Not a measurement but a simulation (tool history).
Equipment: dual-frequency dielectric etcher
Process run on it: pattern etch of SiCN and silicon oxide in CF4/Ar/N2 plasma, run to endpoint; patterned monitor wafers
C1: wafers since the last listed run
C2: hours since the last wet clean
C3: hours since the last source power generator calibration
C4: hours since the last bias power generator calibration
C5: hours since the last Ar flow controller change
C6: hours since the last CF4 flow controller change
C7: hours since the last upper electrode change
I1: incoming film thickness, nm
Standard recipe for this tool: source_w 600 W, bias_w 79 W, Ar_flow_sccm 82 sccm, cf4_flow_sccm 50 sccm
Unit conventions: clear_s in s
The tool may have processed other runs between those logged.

run 1 hour=0 | source_w=600 bias_w=79 Ar_flow_sccm=82 cf4_flow_sccm=50 | C1=0 C2=61.5 C3=843.3 C4=1278.6 C5=193 C6=729.8 C7=5219.4 | I1=9.02 | clear_s=8.2
run 2 hour=57.6 | source_w=560 bias_w=79 Ar_flow_sccm=98 cf4_flow_sccm=50 | C1=753 C2=119.1 C3=900.9 C4=1336.2 C5=250.6 C6=787.4 C7=5277 | I1=8.89 | clear_s=8.7
run 3 hour=157.5 | source_w=540 bias_w=79 Ar_flow_sccm=82 cf4_flow_sccm=57 | C1=1306 C2=219 C3=1000.8 C4=1436.1 C5=350.5 C6=887.3 C7=5376.9 | I1=8.88 | clear_s=8.4
run 4 hour=234.4 | source_w=600 bias_w=79 Ar_flow_sccm=82 cf4_flow_sccm=41 | C1=1005 C2=295.9 C3=1077.7 C4=1513 C5=427.4 C6=964.2 C7=5453.8 | I1=8.95 | clear_s=8.5
run 5 hour=290.6 | source_w=600 bias_w=79 Ar_flow_sccm=82 cf4_flow_sccm=50 | C1=734 C2=352.1 C3=1133.9 C4=1569.2 C5=483.6 C6=1020.4 C7=5510 | I1=8.91 | clear_s=8.1
run 6 hour=385.8 | source_w=730 bias_w=72 Ar_flow_sccm=71 cf4_flow_sccm=40 | C1=1244 C2=447.3 C3=1229.1 C4=1664.4 C5=578.8 C6=1115.6 C7=5605.2 | I1=8.85 | clear_s=7.4
run 7 hour=480.9 | source_w=490 bias_w=79 Ar_flow_sccm=82 cf4_flow_sccm=50 | C1=1243 C2=542.4 C3=1324.2 C4=1759.5 C5=673.9 C6=1210.7 C7=5700.3 | I1=8.9 | clear_s=9.2
-- hour=576.3 upper electrode replaced
run 8 hour=576.8 | source_w=600 bias_w=79 Ar_flow_sccm=82 cf4_flow_sccm=50 | C1=940 C2=638.3 C3=1420.1 C4=1855.4 C5=769.8 C6=1306.6 C7=0.5 | I1=9 | clear_s=8.2
run 9 hour=632.8 | source_w=510 bias_w=90 Ar_flow_sccm=74 cf4_flow_sccm=46 | C1=732 C2=694.3 C3=1476.1 C4=1911.4 C5=825.8 C6=1362.6 C7=56.5 | I1=8.94 | clear_s=8.6
-- hour=677.2 wet clean of the chamber
run 10 hour=701.3 | source_w=730 bias_w=70 Ar_flow_sccm=82 cf4_flow_sccm=50 | C1=581 C2=24.1 C3=1544.6 C4=1979.9 C5=894.3 C6=1431.1 C7=125 | I1=8.89 | clear_s=7.3
run 11 hour=796.6 | source_w=600 bias_w=79 Ar_flow_sccm=82 cf4_flow_sccm=50 | C1=1246 C2=119.4 C3=1639.9 C4=2075.2 C5=989.6 C6=1526.4 C7=220.3 | I1=8.94 | clear_s=8.1
-- hour=840.4 bias power generator calibrated
run 12 hour=867.2 | source_w=560 bias_w=99 Ar_flow_sccm=82 cf4_flow_sccm=60 | C1=870 C2=190 C3=1710.5 C4=26.8 C5=1060.2 C6=1597 C7=290.9 | I1=8.87 | clear_s=7.6
run 13 hour=967.9 | source_w=460 bias_w=79 Ar_flow_sccm=95 cf4_flow_sccm=56 | C1=1316 C2=290.7 C3=1811.2 C4=127.5 C5=1160.9 C6=1697.7 C7=391.6 | I1=8.81 | clear_s=9.4
run 14 hour=1014.3 | source_w=600 bias_w=68 Ar_flow_sccm=82 cf4_flow_sccm=50 | C1=606 C2=337.1 C3=1857.6 C4=173.9 C5=1207.3 C6=1744.1 C7=438 | I1=8.93 | clear_s=8.3
run 15 hour=1075.2 | source_w=600 bias_w=79 Ar_flow_sccm=69 cf4_flow_sccm=50 | C1=796 C2=398 C3=1918.5 C4=234.8 C5=1268.2 C6=1805 C7=498.9 | I1=8.94 | clear_s=7.8
run 16 hour=1142 | source_w=720 bias_w=94 Ar_flow_sccm=93 cf4_flow_sccm=60 | C1=873 C2=464.8 C3=1985.3 C4=301.6 C5=1335 C6=1871.8 C7=565.7 | I1=8.88 | clear_s=6.8
run 17 hour=1187.7 | source_w=600 bias_w=79 Ar_flow_sccm=82 cf4_flow_sccm=50 | C1=597 C2=510.5 C3=2031 C4=347.3 C5=1380.7 C6=1917.5 C7=611.4 | I1=8.83 | clear_s=8
run 18 hour=1237.9 | source_w=600 bias_w=79 Ar_flow_sccm=82 cf4_flow_sccm=46 | C1=656 C2=560.7 C3=2081.2 C4=397.5 C5=1430.9 C6=1967.7 C7=661.6 | I1=8.91 | clear_s=8.1
run 19 hour=1282.3 | source_w=600 bias_w=79 Ar_flow_sccm=82 cf4_flow_sccm=47 | C1=580 C2=605.1 C3=2125.6 C4=441.9 C5=1475.3 C6=2012.1 C7=706 | I1=8.87 | clear_s=8.1
run 20 hour=1360.4 | source_w=660 bias_w=79 Ar_flow_sccm=82 cf4_flow_sccm=50 | C1=1021 C2=683.2 C3=2203.7 C4=520 C5=1553.4 C6=2090.2 C7=784.1 | I1=8.95 | clear_s=7.6
-- hour=1399.3 Ar flow controller replaced
run 21 hour=1399.8 | source_w=500 bias_w=79 Ar_flow_sccm=82 cf4_flow_sccm=50 | C1=436 C2=722.6 C3=2243.1 C4=559.4 C5=0.5 C6=2129.6 C7=823.5 | I1=8.98 | clear_s=9
-- hour=1462.7 wet clean of the chamber
run 22 hour=1499.5 | source_w=600 bias_w=95 Ar_flow_sccm=102 cf4_flow_sccm=50 | C1=989 C2=36.8 C3=2342.8 C4=659.1 C5=100.2 C6=2229.3 C7=923.2 | I1=8.92 | clear_s=7.9
-- hour=1637.3 source power generator calibrated
run 23 hour=1644.1 | source_w=600 bias_w=79 Ar_flow_sccm=82 cf4_flow_sccm=50 | C1=1838 C2=181.4 C3=6.8 C4=803.7 C5=244.8 C6=2373.9 C7=1067.8 | I1=8.89 | clear_s=8.1

Below are 5 alternative next runs, each starting from the tool's condition after run 23. Predict each:
run A hour=1644.5 | source_w=600 bias_w=79 Ar_flow_sccm=82 cf4_flow_sccm=62 | C1=5 C2=181.8 C3=7.2 C4=804.1 C5=245.2 C6=2374.3 C7=1068.2 | I1=8.89 | clear_s=?
run B hour=1644.5 | source_w=600 bias_w=89 Ar_flow_sccm=82 cf4_flow_sccm=50 | C1=5 C2=181.8 C3=7.2 C4=804.1 C5=245.2 C6=2374.3 C7=1068.2 | I1=8.89 | clear_s=?
run C hour=1644.5 | source_w=600 bias_w=62 Ar_flow_sccm=76 cf4_flow_sccm=39 | C1=5 C2=181.8 C3=7.2 C4=804.1 C5=245.2 C6=2374.3 C7=1068.2 | I1=8.89 | clear_s=?
run D hour=1644.5 | source_w=600 bias_w=92 Ar_flow_sccm=82 cf4_flow_sccm=43 | C1=5 C2=181.8 C3=7.2 C4=804.1 C5=245.2 C6=2374.3 C7=1068.2 | I1=8.89 | clear_s=?
run E hour=1644.5 | source_w=600 bias_w=98 Ar_flow_sccm=74 cf4_flow_sccm=38 | C1=5 C2=181.8 C3=7.2 C4=804.1 C5=245.2 C6=2374.3 C7=1068.2 | I1=8.89 | clear_s=?

run=A clear_s=7.8
run=B clear_s=7.9
run=C clear_s=8.9
run=D clear_s=8
run=E clear_s=7.9
Take away the tool's hidden state, keep each run's random variation, and the runs would have read:
run=A clear_s=7.8
run=B clear_s=7.9
run=C clear_s=8.9
run=D clear_s=8
run=E clear_s=7.9
